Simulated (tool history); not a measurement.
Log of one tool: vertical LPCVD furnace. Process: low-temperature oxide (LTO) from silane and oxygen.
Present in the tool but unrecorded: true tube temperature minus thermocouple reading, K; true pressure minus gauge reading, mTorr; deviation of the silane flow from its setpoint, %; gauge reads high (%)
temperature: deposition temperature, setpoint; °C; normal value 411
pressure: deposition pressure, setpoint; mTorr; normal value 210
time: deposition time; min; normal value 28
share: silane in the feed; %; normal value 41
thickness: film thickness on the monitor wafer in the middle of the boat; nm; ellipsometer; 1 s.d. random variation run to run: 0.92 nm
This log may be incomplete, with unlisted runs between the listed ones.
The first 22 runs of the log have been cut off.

run,hour,temperature,pressure,time,share,wafers since the last listed run,hours since the last temperature calibration,hours since the pressure gauge was zeroed,hours since the silane flow controller was replaced,hours since the gauge calibration,"read-back reference wafer on the same gauge, thickness",thickness
23,599.2,411,210,28,41,568,82,379.5,359.8,323.2,247.51,285.76
24,627,411,210,22,41,510,109.8,407.3,387.6,351,247.72,223.68
25,639.3,415,210,28,48,225,122.1,419.6,399.9,363.3,247.89,346.16
26,675,404,240,32.5,47,655,157.8,455.3,435.6,399,248.08,403.36
27,692.2,411,195,28,36,315,175,472.5,452.8,416.2,248.03,225.94
# hour 711.9: gauge calibrated
28,722,402,210,28,41,546,204.8,502.3,482.6,10.1,247.83,257.03
29,738.6,408,190,19.5,44,304,221.4,518.9,499.2,26.7,248.02,186.44
30,756,411,245,28,41,319,238.8,536.3,516.6,44.1,248.22,330.09
31,778.2,415,255,37.5,41,407,261,558.5,538.8,66.3,248.41,477.76
32,790.2,411,210,28,41,220,273,570.5,550.8,78.3,248.26,282.21

What if the next run were any one of these 3? Each begins from the tool's condition after run 32:
A,794.9,411,210,28,41,86,277.7,575.2,555.5,83,?,?
B,794.9,411,170,28,41,86,277.7,575.2,555.5,83,?,?
C,794.9,407,210,28,39,86,277.7,575.2,555.5,83,?,?

run,"read-back reference wafer on the same gauge, thickness",thickness
A,248.22,282.24
B,248.22,228.48
C,248.22,255.11
With no hidden state in the tool, these same runs would have given:
run,thickness
A,283.51
B,229.51
C,256.38
